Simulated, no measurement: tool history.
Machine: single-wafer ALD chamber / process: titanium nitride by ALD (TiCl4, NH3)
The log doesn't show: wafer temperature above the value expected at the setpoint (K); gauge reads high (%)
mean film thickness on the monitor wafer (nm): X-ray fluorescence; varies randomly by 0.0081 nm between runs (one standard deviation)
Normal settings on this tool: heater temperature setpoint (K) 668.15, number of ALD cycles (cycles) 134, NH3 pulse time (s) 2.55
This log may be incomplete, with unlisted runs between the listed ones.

run	hour	heater temperature setpoint (K)	number of ALD cycles (cycles)	NH3 pulse time (s)	wafers since the last listed run	hours since the last thermocouple change	hours since the showerhead was replaced	hours since the gauge calibration	read-back reference wafer on the same gauge, thickness_nm	mean film thickness on the monitor wafer (nm)
1	0	668.15	134	2.55	0	692.1	5296.2	661.6	3.03	3.241
2	100.8	668.15	126	3.06	108	792.9	5397	762.4	3.029	3.083
3	179.2	668.15	126	3.06	84	871.3	5475.4	840.8	3.03	3.079
4	273.4	668.15	126	3.06	101	965.5	5569.6	935	3.029	3.1
5	363.4	668.15	134	2.55	96	1055.5	5659.6	1025	3.03	3.271
6	428.7	668.15	134	2.55	70	1120.8	5724.9	1090.3	3.03	3.266
7	470.4	668.15	134	2.55	44	1162.5	5766.6	1132	3.031	3.268
8	561.6	668.15	134	2.8	97	1253.7	5857.8	1223.2	3.029	3.255
# hour 652.6: gauge calibrated
# hour 742.5: thermocouple changed; heater temperature recalibrated
9	866.2	668.15	134	2.8	318	123.7	6162.4	213.6	3.029	3.266
10	951.6	668.15	134	2.8	91	209.1	6247.8	299	3.032	3.276
11	1042.6	668.15	134	2.55	97	300.1	6338.8	390	3.03	3.255
# hour 1074.9: showerhead replaced
12	1113.6	668.15	134	2.55	67	371.1	38.7	461	3.031	3.263
13	1179.3	668.15	134	2.55	70	436.8	104.4	526.7	3.03	3.251
14	1274.9	668.15	134	2.55	102	532.4	200	622.3	3.032	3.263
15	1318.4	661.15	153	1.77	46	575.9	243.5	665.8	3.031	3.639
16	1420.7	662.15	110	3.1	109	678.2	345.8	768.1	3.032	2.675
17	1497.5	668.15	134	3.28	82	755	422.6	844.9	3.03	3.286
18	1578.9	668.15	126	3.06	87	836.4	504	926.3	3.031	3.08
19	1741.7	668.15	134	1.6	174	999.2	666.8	1089.1	3.03	3.215
# hour 1827.8: gauge calibrated
20	1979.6	668.15	153	2.05	255	1237.1	904.7	151.8	3.031	3.698
21	2064	660.15	134	2.55	90	1321.5	989.1	236.2	3.03	3.234
# hour 2143: thermocouple changed; heater temperature recalibrated
22	2143.5	668.15	134	2.55	76	0.5	1068.6	315.7	3.029	3.266
23	2191	668.15	134	2.55	50	48	1116.1	363.2	3.03	3.253
24	2267.1	668.15	111	2.55	81	124.1	1192.2	439.3	3.031	2.697
25	2331.9	679.15	161	2.17	69	188.9	1257	504.1	3.03	3.918

3 ways to go on from here, each from the tool as it stands after run 25. What would each give?
A	2332.6	668.15	134	2.55	0	189.6	1257.7	504.8	?	?
B	2332.6	668.15	134	2.88	0	189.6	1257.7	504.8	?	?
C	2332.6	668.15	151	1.59	0	189.6	1257.7	504.8	?	?

run	read-back reference wafer on the same gauge, thickness_nm	mean film thickness on the monitor wafer (nm)
A	3.03	3.257
B	3.03	3.269
C	3.03	3.618
Stripped of hidden state, with their random variation kept, the same runs would have yielded:
run	mean film thickness on the monitor wafer (nm)
A	3.257
B	3.269
C	3.618
